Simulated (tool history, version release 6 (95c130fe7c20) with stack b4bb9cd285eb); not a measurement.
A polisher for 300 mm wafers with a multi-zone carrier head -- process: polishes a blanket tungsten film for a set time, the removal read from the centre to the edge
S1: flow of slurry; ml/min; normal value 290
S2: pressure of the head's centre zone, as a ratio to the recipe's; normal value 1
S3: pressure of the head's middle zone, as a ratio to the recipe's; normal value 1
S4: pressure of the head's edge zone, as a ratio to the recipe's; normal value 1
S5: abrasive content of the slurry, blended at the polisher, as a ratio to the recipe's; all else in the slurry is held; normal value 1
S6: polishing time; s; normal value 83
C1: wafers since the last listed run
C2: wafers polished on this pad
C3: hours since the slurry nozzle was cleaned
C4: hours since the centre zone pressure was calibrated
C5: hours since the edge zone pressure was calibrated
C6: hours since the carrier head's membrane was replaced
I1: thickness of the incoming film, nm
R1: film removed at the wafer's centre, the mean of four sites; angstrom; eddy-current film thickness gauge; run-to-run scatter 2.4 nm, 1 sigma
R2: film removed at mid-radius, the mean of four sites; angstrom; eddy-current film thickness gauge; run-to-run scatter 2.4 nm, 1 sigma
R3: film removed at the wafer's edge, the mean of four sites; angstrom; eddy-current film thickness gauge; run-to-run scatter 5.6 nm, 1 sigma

| run | hour | S1 | S2 | S3 | S4 | S5 | S6 | C1 | C2 | C3 | C4 | C5 | C6 | I1 | R1 | R2 | R3 |
|---|---|---|---|---|---|---|---|---|---|---|---|---|---|---|---|---|---|
| 1 | 0 | 290 | 0.93 | 1 | 1 | 1 | 83 | 0 | 2 | 121.2 | 106.8 | 924.9 | 793 | 1487 | 3481 | 3750 | 3903 |
| 2 | 63.8 | 290 | 1 | 1 | 1 | 1.05 | 83 | 352 | 354 | 185 | 170.6 | 988.7 | 856.8 | 1527.8 | 3742 | 3845 | 3977 |
| 3 | 117.4 | 290 | 1 | 1 | 1 | 1 | 83 | 295 | 650 | 238.6 | 224.2 | 1042.3 | 910.4 | 1521.6 | 3681 | 3761 | 3904 |
| 4 | 147.9 | 290 | 1 | 1 | 1 | 1 | 83 | 168 | 818 | 269.1 | 254.7 | 1072.8 | 940.9 | 1492.4 | 3664 | 3755 | 3889 |
| 5 | 210.3 | 290 | 1 | 1 | 1 | 1 | 83 | 344 | 1162 | 331.5 | 317.1 | 1135.2 | 1003.3 | 1531 | 3693 | 3776 | 3818 |
| 6 | 271 | 290 | 1 | 1 | 1 | 1 | 83 | 334 | 1497 | 392.2 | 377.8 | 1195.9 | 1064 | 1498.1 | 3646 | 3775 | 3879 |
|  | 286.2 | slurry nozzle cleaned |
|  | 290.9 | centre zone pressure recalibrated |
|  | 320 | worn pad replaced by a new one |
| 7 | 337.1 | 290 | 1 | 1 | 1 | 1 | 83 | 326 | 94 | 50.9 | 46.2 | 1262 | 1130.1 | 1517.6 | 3668 | 3808 | 3845 |
| 8 | 378.5 | 290 | 1 | 1 | 1 | 1 | 83 | 228 | 322 | 92.3 | 87.6 | 1303.4 | 1171.5 | 1499 | 3738 | 3782 | 3835 |
|  | 398.1 | carrier head's membrane replaced by a new one |
| 9 | 415 | 205 | 1 | 1 | 1 | 1 | 83 | 173 | 496 | 128.8 | 124.1 | 1339.9 | 16.9 | 1506.3 | 3570 | 3648 | 3783 |
|  | 423.1 | edge zone pressure recalibrated |
| 10 | 476.8 | 290 | 1 | 1.06 | 1 | 1 | 83 | 329 | 826 | 190.6 | 185.9 | 53.7 | 78.7 | 1505.1 | 3702 | 3936 | 3903 |
| 11 | 519.6 | 335 | 1 | 1.1 | 1.04 | 0.85 | 83 | 236 | 1062 | 233.4 | 228.7 | 96.5 | 121.5 | 1495.5 | 3582 | 3979 | 3938 |
| 12 | 562.8 | 315 | 1 | 1 | 1 | 1 | 83 | 238 | 1301 | 276.6 | 271.9 | 139.7 | 164.7 | 1490.2 | 3738 | 3765 | 3960 |
| 13 | 613.1 | 290 | 1.06 | 0.91 | 1.1 | 1.2 | 83 | 277 | 1578 | 326.9 | 322.2 | 190 | 215 | 1505.8 | 3995 | 3663 | 4271 |
| 14 | 637.2 | 290 | 1 | 0.96 | 1 | 1 | 83 | 132 | 1711 | 351 | 346.3 | 214.1 | 239.1 | 1499.2 | 3672 | 3656 | 3959 |
|  | 658.3 | worn pad replaced by a new one |
|  | 660.4 | centre zone pressure recalibrated |
|  | 660.7 | slurry nozzle cleaned |
| 15 | 707.2 | 340 | 1.07 | 1 | 1.11 | 1 | 83 | 351 | 256 | 46.5 | 46.8 | 284.1 | 309.1 | 1523.7 | 3964 | 3847 | 4154 |
| 16 | 752.6 | 290 | 1 | 1 | 1 | 0.8 | 83 | 250 | 507 | 91.9 | 92.2 | 329.5 | 354.5 | 1499.1 | 3493 | 3558 | 3703 |
| 17 | 955.7 | 290 | 1 | 1 | 1 | 1 | 83 | 1120 | 1627 | 295 | 295.3 | 532.6 | 557.6 | 1501.9 | 3674 | 3831 | 3810 |
|  | 982.1 | worn pad replaced by a new one |
| 18 | 1038.3 | 290 | 1.04 | 1 | 1.04 | 1 | 83 | 433 | 309 | 377.6 | 377.9 | 615.2 | 640.2 | 1491.8 | 3763 | 3776 | 3841 |
|  | 1048.9 | centre zone pressure recalibrated |
|  | 1082.8 | slurry nozzle cleaned |
| 19 | 1142.4 | 325 | 1 | 1.04 | 1 | 1 | 83 | 557 | 867 | 59.6 | 93.5 | 719.3 | 744.3 | 1491.1 | 3726 | 3972 | 4035 |
| 20 | 1194.2 | 380 | 1.1 | 1 | 1 | 1 | 70 | 285 | 1153 | 111.4 | 145.3 | 771.1 | 796.1 | 1511.7 | 3395 | 3240 | 3305 |
| 21 | 1245.6 | 290 | 0.91 | 0.94 | 0.88 | 1 | 83 | 283 | 1437 | 162.8 | 196.7 | 822.5 | 847.5 | 1481.2 | 3418 | 3594 | 3702 |
|  | 1265.5 | worn pad replaced by a new one |
| 22 | 1305 | 290 | 1 | 1 | 1 | 1 | 83 | 305 | 218 | 222.2 | 256.1 | 881.9 | 906.9 | 1508.3 | 3720 | 3764 | 3912 |

Hidden state at the last listed run before each entry between runs and at the first one after, where it differs:
Logged between run 6 and run 7: slurry nozzle cleaned (hour 286.2); centre zone pressure recalibrated (hour 290.9); worn pad replaced by a new one (hour 320)
  both runs share identical hidden conditions
Logged between run 8 and run 9: carrier head's membrane replaced by a new one (hour 398.1)
  both runs share identical hidden conditions
Logged between run 9 and run 10: edge zone pressure recalibrated (hour 423.1)
  both runs share identical hidden conditions
Logged between run 14 and run 15: worn pad replaced by a new one (hour 658.3); centre zone pressure recalibrated (hour 660.4); slurry nozzle cleaned (hour 660.7)
  both runs share identical hidden conditions
Logged between run 17 and run 18: worn pad replaced by a new one (hour 982.1)
  both runs share identical hidden conditions
Logged between run 18 and run 19: centre zone pressure recalibrated (hour 1048.9); slurry nozzle cleaned (hour 1082.8)
  both runs share identical hidden conditions
Logged between run 21 and run 22: worn pad replaced by a new one (hour 1265.5)
  both runs share identical hidden conditions
